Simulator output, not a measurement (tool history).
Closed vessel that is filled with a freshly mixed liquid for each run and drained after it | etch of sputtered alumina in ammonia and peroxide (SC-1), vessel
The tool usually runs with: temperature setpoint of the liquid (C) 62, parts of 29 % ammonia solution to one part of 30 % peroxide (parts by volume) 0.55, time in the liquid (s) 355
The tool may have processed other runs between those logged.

| run | hour | temperature setpoint of the liquid (C) | parts of 29 % ammonia solution to one part of 30 % peroxide (parts by volume) | time in the liquid (s) | wafers since the last listed run | hours since the thermometer was replaced | hours since the ammonia flow meter was replaced | hours since the drum of ammonia solution was connected | hours since the gauge calibration | read-back film thickness of the sputtered alumina reference wafer, read on the same gauge (nm) | thickness taken off the sputtered alumina on a monitor wafer (Å) |
|---|---|---|---|---|---|---|---|---|---|---|---|
| 1 | 0 | 62 | 0.55 | 355 | 0 | 2368.8 | 505.6 | 832.6 | 84.6 | 150.01 | 188 |
| 2 | 8.2 | 59.5 | 0.55 | 355 | 480 | 2377 | 513.8 | 840.8 | 92.8 | 150.01 | 165.1 |
| 3 | 25.3 | 59.5 | 0.55 | 355 | 1001 | 2394.1 | 530.9 | 857.9 | 109.9 | 150 | 166.2 |
| 4 | 39.6 | 59.5 | 0.55 | 355 | 837 | 2408.4 | 545.2 | 872.2 | 124.2 | 149.99 | 165 |
| 5 | 46.7 | 62 | 0.55 | 470 | 415 | 2415.5 | 552.3 | 879.3 | 131.3 | 150.01 | 248.8 |
| 6 | 62.6 | 62 | 0.55 | 470 | 931 | 2431.4 | 568.2 | 895.2 | 147.2 | 150 | 249.9 |
| 7 | 72 | 62 | 0.55 | 470 | 550 | 2440.8 | 577.6 | 904.6 | 156.6 | 149.99 | 249 |
| 8 | 87.6 | 62 | 0.55 | 355 | 913 | 2456.4 | 593.2 | 920.2 | 172.2 | 149.99 | 188.8 |
| 9 | 96.1 | 62 | 0.55 | 355 | 497 | 2464.9 | 601.7 | 928.7 | 180.7 | 150 | 188.4 |
|  | 105 | thermometer replaced |
| 10 | 105.5 | 62 | 0.55 | 355 | 492 | 0.5 | 611.1 | 938.1 | 190.1 | 150.01 | 205.3 |
| 11 | 113.9 | 56 | 0.55 | 355 | 492 | 8.9 | 619.5 | 946.5 | 198.5 | 150.02 | 151.5 |
|  | 124.7 | new drum of ammonia solution connected |
|  | 146 | gauge calibrated |
| 12 | 147.1 | 56 | 0.55 | 355 | 1886 | 42.1 | 652.7 | 22.4 | 1.1 | 150.03 | 150.6 |
| 13 | 164.7 | 70 | 0.8 | 355 | 1031 | 59.7 | 670.3 | 40 | 18.7 | 150.03 | 316.2 |
| 14 | 179.1 | 62 | 0.55 | 295 | 843 | 74.1 | 684.7 | 54.4 | 33.1 | 149.99 | 170.4 |
|  | 186.9 | ammonia flow meter replaced |
| 15 | 191.5 | 55 | 0.55 | 530 | 667 | 86.5 | 4.6 | 66.8 | 45.5 | 150 | 212.8 |
| 16 | 200.3 | 59.5 | 0.55 | 355 | 515 | 95.3 | 13.4 | 75.6 | 54.3 | 150.02 | 181.3 |
| 17 | 218.3 | 59.5 | 0.55 | 355 | 1054 | 113.3 | 31.4 | 93.6 | 72.3 | 150.01 | 181.3 |
| 18 | 228.6 | 69 | 0.35 | 550 | 603 | 123.6 | 41.7 | 103.9 | 82.6 | 150 | 429.4 |
| 19 | 238.9 | 62 | 0.55 | 455 | 603 | 133.9 | 52 | 114.2 | 92.9 | 150.02 | 262 |
| 20 | 248.2 | 62 | 0.55 | 355 | 544 | 143.2 | 61.3 | 123.5 | 102.2 | 150.01 | 205.3 |
| 21 | 256.4 | 70 | 0.55 | 190 | 480 | 151.4 | 69.5 | 131.7 | 110.4 | 150 | 162.9 |
| 22 | 266.9 | 59 | 0.55 | 165 | 615 | 161.9 | 80 | 142.2 | 120.9 | 150.03 | 81.7 |
| 23 | 276.8 | 70 | 0.55 | 355 | 579 | 171.8 | 89.9 | 152.1 | 130.8 | 150.04 | 303.1 |
| 24 | 290.1 | 62 | 0.55 | 355 | 779 | 185.1 | 103.2 | 165.4 | 144.1 | 150.02 | 205 |
| 25 | 303 | 54 | 0.55 | 355 | 755 | 198 | 116.1 | 178.3 | 157 | 150.02 | 134.8 |

5 options for the next run, each taken on its own from the tool as it stands now. Forecast them:
| A | 303.7 | 62 | 0.55 | 355 | 41 | 198.7 | 116.8 | 179 | 157.7 | ? | ? |
| B | 303.7 | 62 | 0.55 | 565 | 41 | 198.7 | 116.8 | 179 | 157.7 | ? | ? |
| C | 303.7 | 59.5 | 0.25 | 510 | 41 | 198.7 | 116.8 | 179 | 157.7 | ? | ? |
| D | 303.7 | 69 | 0.4 | 475 | 41 | 198.7 | 116.8 | 179 | 157.7 | ? | ? |
| E | 303.7 | 54.5 | 0.3 | 520 | 41 | 198.7 | 116.8 | 179 | 157.7 | ? | ? |

| run | read-back film thickness of the sputtered alumina reference wafer, read on the same gauge (nm) | thickness taken off the sputtered alumina on a monitor wafer (Å) |
|---|---|---|
| A | 150 | 204.9 |
| B | 150 | 326 |
| C | 150 | 240.2 |
| D | 150 | 376.7 |
| E | 150 | 191.5 |
Take away the tool's hidden state, keep each run's random variation, and the runs would have read:
| run | thickness taken off the sputtered alumina on a monitor wafer (Å) |
|---|---|
| A | 212.9 |
| B | 338.9 |
| C | 249.9 |
| D | 390.9 |
| E | 199.4 |
